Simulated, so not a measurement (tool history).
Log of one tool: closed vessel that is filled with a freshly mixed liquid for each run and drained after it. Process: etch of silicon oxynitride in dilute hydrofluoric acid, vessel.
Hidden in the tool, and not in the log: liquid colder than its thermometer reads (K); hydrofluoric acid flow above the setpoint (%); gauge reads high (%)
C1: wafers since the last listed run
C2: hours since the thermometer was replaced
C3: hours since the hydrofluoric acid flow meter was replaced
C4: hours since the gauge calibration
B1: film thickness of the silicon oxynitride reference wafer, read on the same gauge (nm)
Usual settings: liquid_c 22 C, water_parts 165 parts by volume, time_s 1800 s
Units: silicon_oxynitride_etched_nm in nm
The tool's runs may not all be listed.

run 1 day=0 | liquid_c=22 water_parts=195 time_s=1800 | C1=0 C2=999.7 C3=520.9 C4=202.2 | B1=109.97 | silicon_oxynitride_etched_nm=16.31
-- day=2.604 thermometer replaced
run 2 day=3.462 | liquid_c=22 water_parts=195 time_s=1800 | C1=3617 C2=20.6 C3=604 C4=285.3 | B1=109.99 | silicon_oxynitride_etched_nm=16.48
run 3 day=7.683 | liquid_c=22 water_parts=165 time_s=1800 | C1=4462 C2=121.9 C3=705.3 C4=386.6 | B1=110.03 | silicon_oxynitride_etched_nm=19.96
run 4 day=11.146 | liquid_c=22 water_parts=165 time_s=1800 | C1=3661 C2=205 C3=788.4 C4=469.7 | B1=109.99 | silicon_oxynitride_etched_nm=19.84
run 5 day=14.846 | liquid_c=22 water_parts=165 time_s=1800 | C1=3912 C2=293.8 C3=877.2 C4=558.5 | B1=110.06 | silicon_oxynitride_etched_nm=19.81
run 6 day=16.6 | liquid_c=22 water_parts=165 time_s=1800 | C1=1854 C2=335.9 C3=919.3 C4=600.6 | B1=109.99 | silicon_oxynitride_etched_nm=19.86
run 7 day=20.992 | liquid_c=22 water_parts=165 time_s=1800 | C1=4643 C2=441.3 C3=1024.7 C4=706 | B1=110.02 | silicon_oxynitride_etched_nm=19.8
run 8 day=25.421 | liquid_c=22 water_parts=165 time_s=1800 | C1=4683 C2=547.6 C3=1131 C4=812.3 | B1=109.99 | silicon_oxynitride_etched_nm=19.69
run 9 day=29.083 | liquid_c=18.5 water_parts=165 time_s=1800 | C1=3872 C2=635.5 C3=1218.9 C4=900.2 | B1=109.95 | silicon_oxynitride_etched_nm=16.61
run 10 day=30.746 | liquid_c=18.5 water_parts=165 time_s=1800 | C1=1757 C2=675.4 C3=1258.8 C4=940.1 | B1=110.02 | silicon_oxynitride_etched_nm=16.61
run 11 day=34.617 | liquid_c=22 water_parts=165 time_s=1800 | C1=4092 C2=768.3 C3=1351.7 C4=1033 | B1=110.01 | silicon_oxynitride_etched_nm=19.64
run 12 day=36.512 | liquid_c=22 water_parts=165 time_s=1800 | C1=2004 C2=813.8 C3=1397.2 C4=1078.5 | B1=109.97 | silicon_oxynitride_etched_nm=19.64
run 13 day=38.179 | liquid_c=22 water_parts=165 time_s=1800 | C1=1762 C2=853.8 C3=1437.2 C4=1118.5 | B1=109.99 | silicon_oxynitride_etched_nm=19.52
run 14 day=40.175 | liquid_c=22 water_parts=165 time_s=1800 | C1=2110 C2=901.7 C3=1485.1 C4=1166.4 | B1=109.99 | silicon_oxynitride_etched_nm=19.53
run 15 day=43.412 | liquid_c=22 water_parts=165 time_s=1800 | C1=3423 C2=979.4 C3=1562.8 C4=1244.1 | B1=110.02 | silicon_oxynitride_etched_nm=19.53
-- day=45.817 thermometer replaced
-- day=46.192 hydrofluoric acid flow meter replaced
run 16 day=56.754 | liquid_c=26.5 water_parts=235 time_s=2835 | C1=14018 C2=262.5 C3=253.5 C4=1564.3 | B1=110.02 | silicon_oxynitride_etched_nm=25.4
run 17 day=60.512 | liquid_c=22 water_parts=165 time_s=1800 | C1=3973 C2=352.7 C3=343.7 C4=1654.5 | B1=109.98 | silicon_oxynitride_etched_nm=19.85
run 18 day=64.788 | liquid_c=25 water_parts=95 time_s=760 | C1=4520 C2=455.3 C3=446.3 C4=1757.1 | B1=110.02 | silicon_oxynitride_etched_nm=17.67
run 19 day=67.546 | liquid_c=22 water_parts=110 time_s=1110 | C1=2916 C2=521.5 C3=512.5 C4=1823.3 | B1=109.99 | silicon_oxynitride_etched_nm=19.1
-- day=71.258 gauge calibrated
run 20 day=71.417 | liquid_c=23.5 water_parts=125 time_s=1800 | C1=4092 C2=614.4 C3=605.4 C4=3.8 | B1=110 | silicon_oxynitride_etched_nm=28.77
run 21 day=75.362 | liquid_c=22 water_parts=165 time_s=1800 | C1=4172 C2=709.1 C3=700.1 C4=98.5 | B1=110.02 | silicon_oxynitride_etched_nm=19.73
run 22 day=76.883 | liquid_c=25 water_parts=165 time_s=1305 | C1=1608 C2=745.6 C3=736.6 C4=135 | B1=109.99 | silicon_oxynitride_etched_nm=16.28
run 23 day=79.9 | liquid_c=22 water_parts=165 time_s=1800 | C1=3189 C2=818 C3=809 C4=207.4 | B1=109.96 | silicon_oxynitride_etched_nm=19.56
run 24 day=83.104 | liquid_c=25.5 water_parts=190 time_s=1015 | C1=3387 C2=894.9 C3=885.9 C4=284.3 | B1=109.99 | silicon_oxynitride_etched_nm=11.04
run 25 day=85.912 | liquid_c=22 water_parts=165 time_s=1800 | C1=2969 C2=962.3 C3=953.3 C4=351.7 | B1=109.99 | silicon_oxynitride_etched_nm=19.67
run 26 day=89.35 | liquid_c=20.5 water_parts=210 time_s=740 | C1=3634 C2=1044.8 C3=1035.8 C4=434.2 | B1=110.02 | silicon_oxynitride_etched_nm=5.71
-- day=91.929 thermometer replaced
run 27 day=93.754 | liquid_c=22 water_parts=165 time_s=2485 | C1=4612 C2=43.8 C3=1141.5 C4=539.9 | B1=109.97 | silicon_oxynitride_etched_nm=27.61
run 28 day=96.621 | liquid_c=22 water_parts=165 time_s=1800 | C1=3031 C2=112.6 C3=1210.3 C4=608.7 | B1=110.03 | silicon_oxynitride_etched_nm=19.83
run 29 day=102.904 | liquid_c=26 water_parts=240 time_s=865 | C1=6643 C2=263.4 C3=1361.1 C4=759.5 | B1=110.01 | silicon_oxynitride_etched_nm=7.42
run 30 day=105.479 | liquid_c=26.5 water_parts=165 time_s=1475 | C1=2722 C2=325.2 C3=1422.9 C4=821.3 | B1=110.01 | silicon_oxynitride_etched_nm=19.83

3 ways to go on from here, each from the tool as it stands after run 30. What would each give?
run A day=105.529 | liquid_c=22 water_parts=165 time_s=1800 | C1=52 C2=326.4 C3=1424.1 C4=822.5 | B1=? | silicon_oxynitride_etched_nm=?
run B day=105.529 | liquid_c=25.5 water_parts=115 time_s=2435 | C1=52 C2=326.4 C3=1424.1 C4=822.5 | B1=? | silicon_oxynitride_etched_nm=?
run C day=105.529 | liquid_c=22 water_parts=190 time_s=1310 | C1=52 C2=326.4 C3=1424.1 C4=822.5 | B1=? | silicon_oxynitride_etched_nm=?

run=A B1=109.98 silicon_oxynitride_etched_nm=19.7
run=B B1=109.98 silicon_oxynitride_etched_nm=46.77
run=C B1=109.98 silicon_oxynitride_etched_nm=12.23
Without the tool's hidden state the same runs would have given:
run=A silicon_oxynitride_etched_nm=19.87
run=B silicon_oxynitride_etched_nm=47.19
run=C silicon_oxynitride_etched_nm=12.34

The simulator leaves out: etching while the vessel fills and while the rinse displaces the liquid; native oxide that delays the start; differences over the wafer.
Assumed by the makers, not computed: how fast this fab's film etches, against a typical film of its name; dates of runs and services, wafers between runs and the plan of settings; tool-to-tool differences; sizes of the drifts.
